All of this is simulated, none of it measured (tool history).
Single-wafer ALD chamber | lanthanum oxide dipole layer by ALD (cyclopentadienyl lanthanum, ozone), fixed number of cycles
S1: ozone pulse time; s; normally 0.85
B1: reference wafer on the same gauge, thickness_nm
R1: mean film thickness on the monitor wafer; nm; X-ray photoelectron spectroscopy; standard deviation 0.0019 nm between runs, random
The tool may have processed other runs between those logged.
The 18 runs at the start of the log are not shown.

run	day	S1	B1	R1
19	45.942	1.15	0.418	0.464
20	48.617	0.85	0.417	0.423
21	50.038	0.85	0.417	0.420
22	52.600	0.95	0.417	0.437
23	55.329	0.99	0.417	0.442
24	57.804	1.16	0.417	0.462
25	59.796	1.07	0.416	0.451
# day 61.975: thermocouple changed; heater temperature recalibrated
# day 62.467: ozone generator serviced
26	62.488	0.69	0.417	0.396
27	63.721	1.10	0.417	0.464
28	67.242	0.85	0.418	0.429
29	69.088	1.12	0.417	0.463
30	74.767	0.61	0.417	0.378
31	77.050	1.00	0.416	0.451
32	78.146	0.56	0.417	0.369
33	79.892	0.71	0.417	0.400

Alternative continuations, all from the tool just after run 33; predict every row:
A	79.908	0.85	?	?
B	79.908	1.14	?	?
C	79.908	0.53	?	?

run	B1	R1
A	0.417	0.431
B	0.417	0.470
C	0.417	0.361
With no hidden state in the tool, these same runs would have given:
run	R1
A	0.433
B	0.471
C	0.362
